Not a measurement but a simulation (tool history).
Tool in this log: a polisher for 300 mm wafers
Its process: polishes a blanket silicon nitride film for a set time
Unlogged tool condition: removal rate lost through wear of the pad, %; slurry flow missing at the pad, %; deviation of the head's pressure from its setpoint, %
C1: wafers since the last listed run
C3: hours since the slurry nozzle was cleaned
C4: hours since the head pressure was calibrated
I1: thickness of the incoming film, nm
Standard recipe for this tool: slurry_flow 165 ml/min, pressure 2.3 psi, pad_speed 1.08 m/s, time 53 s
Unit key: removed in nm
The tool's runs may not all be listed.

{"run": 1, "hour": 0.0, "slurry_flow": 165, "pressure": 2.3, "pad_speed": 1.08, "time": 53, "C1": 0, "wafers polished on this pad": 791, "C3": 217, "C4": 435, "I1": 420.4, "removed": 56}
{"hour": 19.3, "done": "worn pad replaced by a new one"}
{"run": 2, "hour": 19.8, "slurry_flow": 165, "pressure": 2.3, "pad_speed": 1.08, "time": 53, "C1": 122, "wafers polished on this pad": 4, "C3": 236.8, "C4": 454.8, "I1": 422.1, "removed": 58.1}
{"run": 3, "hour": 25.8, "slurry_flow": 165, "pressure": 2.3, "pad_speed": 1.08, "time": 53, "C1": 46, "wafers polished on this pad": 50, "C3": 242.8, "C4": 460.8, "I1": 418.5, "removed": 59.4}
{"run": 4, "hour": 31.8, "slurry_flow": 165, "pressure": 2.3, "pad_speed": 1.08, "time": 53, "C1": 46, "wafers polished on this pad": 97, "C3": 248.8, "C4": 466.8, "I1": 419.2, "removed": 58.5}
{"run": 5, "hour": 42.8, "slurry_flow": 165, "pressure": 2.3, "pad_speed": 1.08, "time": 53, "C1": 85, "wafers polished on this pad": 182, "C3": 259.8, "C4": 477.8, "I1": 421.6, "removed": 57.8}
{"run": 6, "hour": 53.6, "slurry_flow": 165, "pressure": 2.3, "pad_speed": 1.08, "time": 53, "C1": 83, "wafers polished on this pad": 265, "C3": 270.6, "C4": 488.6, "I1": 421.7, "removed": 58.2}
{"run": 7, "hour": 60.8, "slurry_flow": 165, "pressure": 2.3, "pad_speed": 1.08, "time": 53, "C1": 55, "wafers polished on this pad": 321, "C3": 277.8, "C4": 495.8, "I1": 415.2, "removed": 58.4}
{"run": 8, "hour": 68.2, "slurry_flow": 165, "pressure": 2.3, "pad_speed": 1.08, "time": 53, "C1": 57, "wafers polished on this pad": 379, "C3": 285.2, "C4": 503.2, "I1": 422.5, "removed": 58.1}
{"run": 9, "hour": 83.4, "slurry_flow": 165, "pressure": 2.3, "pad_speed": 1.08, "time": 53, "C1": 117, "wafers polished on this pad": 496, "C3": 300.4, "C4": 518.4, "I1": 420.5, "removed": 57}
{"run": 10, "hour": 99.1, "slurry_flow": 165, "pressure": 2.3, "pad_speed": 1.08, "time": 53, "C1": 121, "wafers polished on this pad": 618, "C3": 316.1, "C4": 534.1, "I1": 417.1, "removed": 56.2}
{"run": 11, "hour": 113.4, "slurry_flow": 165, "pressure": 2.3, "pad_speed": 1.08, "time": 53, "C1": 110, "wafers polished on this pad": 729, "C3": 330.4, "C4": 548.4, "I1": 421.8, "removed": 56.8}
{"run": 12, "hour": 126.3, "slurry_flow": 165, "pressure": 2.3, "pad_speed": 1, "time": 53, "C1": 99, "wafers polished on this pad": 829, "C3": 343.3, "C4": 561.3, "I1": 415.8, "removed": 53.2}
{"hour": 143.8, "done": "worn pad replaced by a new one"}
{"run": 13, "hour": 144.3, "slurry_flow": 165, "pressure": 2.3, "pad_speed": 1, "time": 53, "C1": 108, "wafers polished on this pad": 3, "C3": 361.3, "C4": 579.3, "I1": 418.5, "removed": 50.3}
{"run": 14, "hour": 155.8, "slurry_flow": 165, "pressure": 2.3, "pad_speed": 1, "time": 53, "C1": 89, "wafers polished on this pad": 92, "C3": 372.8, "C4": 590.8, "I1": 417.2, "removed": 50.5}
{"run": 15, "hour": 166.2, "slurry_flow": 165, "pressure": 2.3, "pad_speed": 1.08, "time": 53, "C1": 80, "wafers polished on this pad": 173, "C3": 383.2, "C4": 601.2, "I1": 424.3, "removed": 51.5}
{"run": 16, "hour": 181.7, "slurry_flow": 165, "pressure": 2.3, "pad_speed": 1.08, "time": 53, "C1": 120, "wafers polished on this pad": 293, "C3": 398.7, "C4": 616.7, "I1": 423.5, "removed": 51.3}
{"run": 17, "hour": 196.3, "slurry_flow": 110, "pressure": 2.3, "pad_speed": 1.08, "time": 68, "C1": 113, "wafers polished on this pad": 406, "C3": 413.3, "C4": 631.3, "I1": 417.6, "removed": 60.1}
{"run": 18, "hour": 206.1, "slurry_flow": 165, "pressure": 2.3, "pad_speed": 1.08, "time": 53, "C1": 75, "wafers polished on this pad": 482, "C3": 423.1, "C4": 641.1, "I1": 422.9, "removed": 51.1}
{"hour": 221.1, "done": "slurry nozzle cleaned"}
{"run": 19, "hour": 223.8, "slurry_flow": 165, "pressure": 2.3, "pad_speed": 1.08, "time": 53, "C1": 129, "wafers polished on this pad": 612, "C3": 2.7, "C4": 658.8, "I1": 421, "removed": 50.1}
{"hour": 234.3, "done": "head pressure recalibrated"}
{"hour": 235.2, "done": "worn pad replaced by a new one, repeated, since the last time left the tool worse"}
{"run": 20, "hour": 235.7, "slurry_flow": 165, "pressure": 2.3, "pad_speed": 0.72, "time": 53, "C1": 69, "wafers polished on this pad": 3, "C3": 14.6, "C4": 1.4, "I1": 425, "removed": 47.1}
{"run": 21, "hour": 241.8, "slurry_flow": 165, "pressure": 2.3, "pad_speed": 1.08, "time": 53, "C1": 47, "wafers polished on this pad": 51, "C3": 20.7, "C4": 7.5, "I1": 411.9, "removed": 58.6}
{"run": 22, "hour": 258.1, "slurry_flow": 165, "pressure": 2.3, "pad_speed": 0.9, "time": 53, "C1": 126, "wafers polished on this pad": 177, "C3": 37, "C4": 23.8, "I1": 420.1, "removed": 52.9}
{"run": 23, "hour": 268.9, "slurry_flow": 165, "pressure": 2.3, "pad_speed": 1.08, "time": 53, "C1": 83, "wafers polished on this pad": 261, "C3": 47.8, "C4": 34.6, "I1": 420.4, "removed": 58}
{"run": 24, "hour": 282.8, "slurry_flow": 165, "pressure": 2.1, "pad_speed": 1.08, "time": 53, "C1": 107, "wafers polished on this pad": 368, "C3": 61.7, "C4": 48.5, "I1": 417.4, "removed": 53.6}
{"run": 25, "hour": 289.2, "slurry_flow": 115, "pressure": 2, "pad_speed": 1.38, "time": 34, "C1": 49, "wafers polished on this pad": 418, "C3": 68.1, "C4": 54.9, "I1": 419.6, "removed": 34.4}
{"run": 26, "hour": 298.7, "slurry_flow": 165, "pressure": 2.3, "pad_speed": 1.08, "time": 36, "C1": 73, "wafers polished on this pad": 492, "C3": 77.6, "C4": 64.4, "I1": 413.2, "removed": 39}
{"run": 27, "hour": 319.2, "slurry_flow": 165, "pressure": 2.3, "pad_speed": 1.08, "time": 53, "C1": 158, "wafers polished on this pad": 651, "C3": 98.1, "C4": 84.9, "I1": 414.5, "removed": 56.6}
{"run": 28, "hour": 336.7, "slurry_flow": 165, "pressure": 2.3, "pad_speed": 1.08, "time": 53, "C1": 135, "wafers polished on this pad": 786, "C3": 115.6, "C4": 102.4, "I1": 419.8, "removed": 56.9}
{"hour": 366.3, "done": "worn pad replaced by a new one"}
{"run": 29, "hour": 372.8, "slurry_flow": 165, "pressure": 2.3, "pad_speed": 1.08, "time": 53, "C1": 248, "wafers polished on this pad": 50, "C3": 151.7, "C4": 138.5, "I1": 427, "removed": 58.6}
{"run": 30, "hour": 385.2, "slurry_flow": 165, "pressure": 2.8, "pad_speed": 0.8, "time": 69, "C1": 96, "wafers polished on this pad": 146, "C3": 164.1, "C4": 150.9, "I1": 422.7, "removed": 79.7}
{"run": 31, "hour": 397.7, "slurry_flow": 165, "pressure": 2, "pad_speed": 0.86, "time": 68, "C1": 96, "wafers polished on this pad": 243, "C3": 176.6, "C4": 163.4, "I1": 419.2, "removed": 57}
{"run": 32, "hour": 408.0, "slurry_flow": 225, "pressure": 2.9, "pad_speed": 1.2, "time": 45, "C1": 79, "wafers polished on this pad": 323, "C3": 186.9, "C4": 173.7, "I1": 419.1, "removed": 69.9}
{"run": 33, "hour": 417.8, "slurry_flow": 105, "pressure": 2.3, "pad_speed": 0.82, "time": 53, "C1": 75, "wafers polished on this pad": 399, "C3": 196.7, "C4": 183.5, "I1": 416.9, "removed": 44.6}

What differs in the tool's unlogged condition from the final listed run ahead of each entry between runs to the first listed run following it?
From run 1 to run 2: worn pad replaced by a new one (hour 19.3)
  removal rate lost through wear of the pad, %: 4.28 -> 0.863
  measured less the result without the state, removed: -2.5 -> -0.5 nm
From run 12 to run 13: worn pad replaced by a new one (hour 143.8)
  removal rate lost through wear of the pad, %: 5.41 -> 12.4
  measured less the result without the state, removed: -3 -> -7.1 nm
From run 18 to run 19: slurry nozzle cleaned (hour 221.1)
  removal rate lost through wear of the pad, %: 14 -> 15
  measured less the result without the state, removed: -8.3 -> -8.8 nm
From run 19 to run 20: head pressure recalibrated (hour 234.3); worn pad replaced by a new one, repeated, since the last time left the tool worse (hour 235.2)
  removal rate lost through wear of the pad, %: 15 -> 0.0874
  measured less the result without the state, removed: -8.8 -> -0.1 nm
From run 28 to run 29: worn pad replaced by a new one (hour 366.3)
  removal rate lost through wear of the pad, %: 4.18 -> 0.169
  measured less the result without the state, removed: -2.5 -> -0.1 nm
